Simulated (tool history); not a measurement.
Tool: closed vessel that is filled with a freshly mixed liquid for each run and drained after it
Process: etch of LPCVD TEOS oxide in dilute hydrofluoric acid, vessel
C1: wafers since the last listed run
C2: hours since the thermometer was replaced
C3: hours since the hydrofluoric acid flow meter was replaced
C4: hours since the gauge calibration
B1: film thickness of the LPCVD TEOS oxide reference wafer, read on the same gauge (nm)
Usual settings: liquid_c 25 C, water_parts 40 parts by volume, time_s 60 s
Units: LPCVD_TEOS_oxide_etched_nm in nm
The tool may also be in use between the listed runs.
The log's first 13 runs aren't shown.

Run 14, hour 892.2: usual settings but time_s 65 s; C1 9128; C2 2434.2; C3 999.3; C4 1050.9; B1 96.16. Result: LPCVD_TEOS_oxide_etched_nm 59.08 nm.
Run 15, hour 996.5: usual settings; C1 14762; C2 2538.5; C3 1103.6; C4 1155.2; B1 96.43. Result: LPCVD_TEOS_oxide_etched_nm 55.55 nm.
Run 16, hour 1093.7: usual settings; C1 13757; C2 2635.7; C3 1200.8; C4 1252.4; B1 96.66. Result: LPCVD_TEOS_oxide_etched_nm 55.61 nm.
Run 17, hour 1147.6: usual settings; C1 7628; C2 2689.6; C3 1254.7; C4 1306.3; B1 96.75. Result: LPCVD_TEOS_oxide_etched_nm 55.52 nm.
At hour 1164.6: thermometer replaced.
Run 18, hour 1190.8: usual settings but water_parts 55 parts by volume; C1 5972; C2 26.2; C3 1297.9; C4 1349.5; B1 96.84. Result: LPCVD_TEOS_oxide_etched_nm 39.15 nm.
Run 19, hour 1280.5: usual settings but liquid_c 23.5 C, water_parts 35 parts by volume; C1 12695; C2 115.9; C3 1387.6; C4 1439.2; B1 97. Result: LPCVD_TEOS_oxide_etched_nm 60.87 nm.
Run 20, hour 1384: usual settings but time_s 40 s; C1 14648; C2 219.4; C3 1491.1; C4 1542.7; B1 97.21. Result: LPCVD_TEOS_oxide_etched_nm 37.23 nm.
Run 21, hour 1426.8: usual settings; C1 6057; C2 262.2; C3 1533.9; C4 1585.5; B1 97.26. Result: LPCVD_TEOS_oxide_etched_nm 56.15 nm.
Run 22, hour 1463.4: usual settings but liquid_c 22.5 C, time_s 30 s; C1 5180; C2 298.8; C3 1570.5; C4 1622.1; B1 97.28. Result: LPCVD_TEOS_oxide_etched_nm 25.14 nm.
Run 23, hour 1520: usual settings; C1 8010; C2 355.4; C3 1627.1; C4 1678.7; B1 97.41. Result: LPCVD_TEOS_oxide_etched_nm 56.82 nm.
Run 24, hour 1627.2: usual settings but liquid_c 27.5 C, water_parts 55 parts by volume, time_s 85 s; C1 15172; C2 462.6; C3 1734.3; C4 1785.9; B1 97.51. Result: LPCVD_TEOS_oxide_etched_nm 61.89 nm.
Run 25, hour 1686: usual settings; C1 8322; C2 521.4; C3 1793.1; C4 1844.7; B1 97.57. Result: LPCVD_TEOS_oxide_etched_nm 55.16 nm.
Run 26, hour 1732.2: usual settings but time_s 80 s; C1 6538; C2 567.6; C3 1839.3; C4 1890.9; B1 97.63. Result: LPCVD_TEOS_oxide_etched_nm 74.69 nm.
Run 27, hour 1816.2: usual settings; C1 11888; C2 651.6; C3 1923.3; C4 1974.9; B1 97.68. Result: LPCVD_TEOS_oxide_etched_nm 57.24 nm.
Run 28, hour 1890.2: usual settings but liquid_c 29 C, water_parts 25 parts by volume; C1 10473; C2 725.6; C3 1997.3; C4 2048.9; B1 97.79. Result: LPCVD_TEOS_oxide_etched_nm 110.69 nm.

Run 29 comes next. What will it give?
Run 29, hour 2028.2: usual settings but liquid_c 29 C, time_s 70 s; C1 19531; C2 863.6; C3 2135.3; C4 2186.9; B1 ?. Result: LPCVD_TEOS_oxide_etched_nm ?.

{"run 29": {"B1": 97.87, "LPCVD_TEOS_oxide_etched_nm": 77.18}}
Without the tool's hidden state the same run would have given LPCVD_TEOS_oxide_etched_nm 70.97 nm.

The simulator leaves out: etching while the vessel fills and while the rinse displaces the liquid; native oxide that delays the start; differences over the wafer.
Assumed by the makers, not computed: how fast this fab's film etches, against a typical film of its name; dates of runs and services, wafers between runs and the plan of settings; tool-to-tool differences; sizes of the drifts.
